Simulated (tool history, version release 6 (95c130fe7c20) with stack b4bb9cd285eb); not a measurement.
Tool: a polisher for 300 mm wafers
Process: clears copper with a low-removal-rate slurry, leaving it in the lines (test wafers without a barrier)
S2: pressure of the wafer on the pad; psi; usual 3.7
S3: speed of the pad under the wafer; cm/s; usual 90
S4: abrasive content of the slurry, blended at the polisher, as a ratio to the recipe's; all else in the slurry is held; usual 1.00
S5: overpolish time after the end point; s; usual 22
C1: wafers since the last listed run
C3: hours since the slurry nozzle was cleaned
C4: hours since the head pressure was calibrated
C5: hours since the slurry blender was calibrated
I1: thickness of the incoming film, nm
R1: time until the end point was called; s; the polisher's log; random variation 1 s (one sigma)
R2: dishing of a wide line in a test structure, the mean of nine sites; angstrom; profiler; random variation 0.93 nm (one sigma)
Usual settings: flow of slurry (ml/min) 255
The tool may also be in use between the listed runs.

{"run": 1, "hour": 0.0, "flow of slurry (ml/min)": 255, "S2": 3.7, "S3": 90, "S4": 1.0, "S5": 22, "C1": 0, "wafers polished on this pad": 446, "C3": 434.5, "C4": 422.5, "C5": 47.7, "I1": 297.5, "R1": 103.5, "R2": 414}
{"run": 2, "hour": 14.5, "flow of slurry (ml/min)": 255, "S2": 3.7, "S3": 90, "S4": 1.0, "S5": 22, "C1": 93, "wafers polished on this pad": 540, "C3": 449.0, "C4": 437.0, "C5": 62.2, "I1": 289.7, "R1": 100.3, "R2": 414}
{"run": 3, "hour": 29.3, "flow of slurry (ml/min)": 255, "S2": 3.7, "S3": 90, "S4": 1.0, "S5": 29, "C1": 95, "wafers polished on this pad": 635, "C3": 463.8, "C4": 451.8, "C5": 77.0, "I1": 301.3, "R1": 105.6, "R2": 513}
{"run": 4, "hour": 36.5, "flow of slurry (ml/min)": 255, "S2": 3.7, "S3": 90, "S4": 1.0, "S5": 29, "C1": 46, "wafers polished on this pad": 682, "C3": 471.0, "C4": 459.0, "C5": 84.2, "I1": 296.8, "R1": 103.0, "R2": 530}
{"run": 5, "hour": 44.9, "flow of slurry (ml/min)": 255, "S2": 3.7, "S3": 90, "S4": 1.0, "S5": 22, "C1": 54, "wafers polished on this pad": 736, "C3": 479.4, "C4": 467.4, "C5": 92.6, "I1": 299.9, "R1": 104.4, "R2": 438}
{"run": 6, "hour": 59.0, "flow of slurry (ml/min)": 255, "S2": 3.7, "S3": 90, "S4": 1.0, "S5": 22, "C1": 90, "wafers polished on this pad": 827, "C3": 493.5, "C4": 481.5, "C5": 106.7, "I1": 294.2, "R1": 102.6, "R2": 411}
{"hour": 70.7, "done": "slurry nozzle cleaned"}
{"hour": 71.2, "done": "worn pad replaced by a new one"}
{"run": 7, "hour": 76.1, "flow of slurry (ml/min)": 255, "S2": 3.7, "S3": 90, "S4": 1.0, "S5": 22, "C1": 100, "wafers polished on this pad": 31, "C3": 5.4, "C4": 498.6, "C5": 123.8, "I1": 299.0, "R1": 106.6, "R2": 417}
{"run": 8, "hour": 86.5, "flow of slurry (ml/min)": 255, "S2": 3.7, "S3": 90, "S4": 1.0, "S5": 22, "C1": 67, "wafers polished on this pad": 98, "C3": 15.8, "C4": 509.0, "C5": 134.2, "I1": 293.5, "R1": 102.8, "R2": 409}
{"run": 9, "hour": 96.3, "flow of slurry (ml/min)": 255, "S2": 3.7, "S3": 90, "S4": 1.0, "S5": 22, "C1": 63, "wafers polished on this pad": 161, "C3": 25.6, "C4": 518.8, "C5": 144.0, "I1": 293.3, "R1": 102.1, "R2": 417}
{"run": 10, "hour": 102.9, "flow of slurry (ml/min)": 255, "S2": 3.7, "S3": 90, "S4": 1.0, "S5": 22, "C1": 42, "wafers polished on this pad": 204, "C3": 32.2, "C4": 525.4, "C5": 150.6, "I1": 294.8, "R1": 104.6, "R2": 398}
{"run": 11, "hour": 110.6, "flow of slurry (ml/min)": 255, "S2": 3.7, "S3": 66, "S4": 0.8, "S5": 22, "C1": 49, "wafers polished on this pad": 254, "C3": 39.9, "C4": 533.1, "C5": 158.3, "I1": 294.4, "R1": 144.5, "R2": 310}
{"run": 12, "hour": 119.7, "flow of slurry (ml/min)": 255, "S2": 3.7, "S3": 90, "S4": 1.0, "S5": 22, "C1": 58, "wafers polished on this pad": 312, "C3": 49.0, "C4": 542.2, "C5": 167.4, "I1": 292.3, "R1": 104.4, "R2": 412}
{"run": 13, "hour": 136.6, "flow of slurry (ml/min)": 255, "S2": 3.7, "S3": 90, "S4": 1.0, "S5": 22, "C1": 109, "wafers polished on this pad": 422, "C3": 65.9, "C4": 559.1, "C5": 184.3, "I1": 293.0, "R1": 105.8, "R2": 420}
{"run": 14, "hour": 153.6, "flow of slurry (ml/min)": 255, "S2": 3.7, "S3": 90, "S4": 1.0, "S5": 22, "C1": 109, "wafers polished on this pad": 531, "C3": 82.9, "C4": 576.1, "C5": 201.3, "I1": 295.0, "R1": 105.1, "R2": 400}
{"run": 15, "hour": 165.5, "flow of slurry (ml/min)": 290, "S2": 3.0, "S3": 90, "S4": 0.75, "S5": 12, "C1": 76, "wafers polished on this pad": 608, "C3": 94.8, "C4": 588.0, "C5": 213.2, "I1": 294.4, "R1": 135.6, "R2": 187}
{"run": 16, "hour": 175.9, "flow of slurry (ml/min)": 255, "S2": 3.0, "S3": 90, "S4": 1.25, "S5": 11, "C1": 67, "wafers polished on this pad": 675, "C3": 105.2, "C4": 598.4, "C5": 223.6, "I1": 292.7, "R1": 122.8, "R2": 185}
{"run": 17, "hour": 184.8, "flow of slurry (ml/min)": 255, "S2": 3.1, "S3": 90, "S4": 1.0, "S5": 22, "C1": 57, "wafers polished on this pad": 733, "C3": 114.1, "C4": 607.3, "C5": 232.5, "I1": 297.4, "R1": 129.9, "R2": 345}
{"hour": 192.4, "done": "slurry blender recalibrated"}
{"run": 18, "hour": 192.9, "flow of slurry (ml/min)": 340, "S2": 3.0, "S3": 90, "S4": 1.0, "S5": 22, "C1": 39, "wafers polished on this pad": 772, "C3": 122.2, "C4": 615.4, "C5": 0.5, "I1": 291.0, "R1": 127.2, "R2": 347}
{"run": 19, "hour": 204.7, "flow of slurry (ml/min)": 255, "S2": 3.7, "S3": 90, "S4": 1.0, "S5": 22, "C1": 76, "wafers polished on this pad": 848, "C3": 134.0, "C4": 627.2, "C5": 12.3, "I1": 295.2, "R1": 105.1, "R2": 394}
{"run": 20, "hour": 218.8, "flow of slurry (ml/min)": 255, "S2": 3.7, "S3": 90, "S4": 1.0, "S5": 28, "C1": 90, "wafers polished on this pad": 939, "C3": 148.1, "C4": 641.3, "C5": 26.4, "I1": 295.2, "R1": 105.4, "R2": 488}
{"run": 21, "hour": 231.4, "flow of slurry (ml/min)": 255, "S2": 4.8, "S3": 104, "S4": 1.0, "S5": 22, "C1": 81, "wafers polished on this pad": 1020, "C3": 160.7, "C4": 653.9, "C5": 39.0, "I1": 293.9, "R1": 71.7, "R2": 571}
{"hour": 238.9, "done": "head pressure recalibrated"}
{"run": 22, "hour": 244.2, "flow of slurry (ml/min)": 255, "S2": 4.2, "S3": 90, "S4": 1.0, "S5": 12, "C1": 69, "wafers polished on this pad": 1090, "C3": 173.5, "C4": 5.3, "C5": 51.8, "I1": 296.0, "R1": 84.5, "R2": 288}
{"hour": 249.0, "done": "worn pad replaced by a new one"}
{"run": 23, "hour": 253.7, "flow of slurry (ml/min)": 255, "S2": 3.7, "S3": 90, "S4": 1.2, "S5": 22, "C1": 35, "wafers polished on this pad": 30, "C3": 183.0, "C4": 14.8, "C5": 61.3, "I1": 295.5, "R1": 92.2, "R2": 461}
{"run": 24, "hour": 267.7, "flow of slurry (ml/min)": 255, "S2": 3.7, "S3": 70, "S4": 1.25, "S5": 34, "C1": 90, "wafers polished on this pad": 120, "C3": 197.0, "C4": 28.8, "C5": 75.3, "I1": 293.9, "R1": 114.8, "R2": 551}
{"run": 25, "hour": 275.7, "flow of slurry (ml/min)": 285, "S2": 3.7, "S3": 90, "S4": 1.0, "S5": 22, "C1": 51, "wafers polished on this pad": 172, "C3": 205.0, "C4": 36.8, "C5": 83.3, "I1": 288.6, "R1": 93.6, "R2": 449}
{"run": 26, "hour": 286.6, "flow of slurry (ml/min)": 230, "S2": 3.7, "S3": 90, "S4": 1.0, "S5": 22, "C1": 70, "wafers polished on this pad": 242, "C3": 215.9, "C4": 47.7, "C5": 94.2, "I1": 292.4, "R1": 96.7, "R2": 433}
{"run": 27, "hour": 294.9, "flow of slurry (ml/min)": 300, "S2": 3.7, "S3": 90, "S4": 0.7, "S5": 22, "C1": 53, "wafers polished on this pad": 296, "C3": 224.2, "C4": 56.0, "C5": 102.5, "I1": 295.7, "R1": 101.2, "R2": 427}
{"run": 28, "hour": 312.7, "flow of slurry (ml/min)": 255, "S2": 4.1, "S3": 90, "S4": 1.0, "S5": 17, "C1": 114, "wafers polished on this pad": 411, "C3": 242.0, "C4": 73.8, "C5": 120.3, "I1": 292.7, "R1": 84.7, "R2": 384}

Some steps in R1 between neighbouring runs. How much of each would the tool show without its hidden state too (settings, what came in, random variation), and how much is left for the hidden state, with any gauge scatter that isn't in both results?
The hidden state here: removal rate lost through wear of the pad, %; slurry flow missing at the pad, %; deviation of the head's pressure from its setpoint, %; abrasive missing from the slurry, %.
Run 10 -> 11: S3 90 -> 66, S4 1.00 -> 0.80. R1 +39.9 s: hidden state +3.8, all else +36.1.
Run 11 -> 12: S3 66 -> 90, S4 0.80 -> 1.00. R1 -40.1 s: hidden state -3.6, all else -36.5.
Run 21 -> 22: S2 4.8 -> 4.2, S3 104 -> 90, S5 22 -> 12, head pressure recalibrated. R1 +12.8 s: hidden state -7.6, all else +20.4.
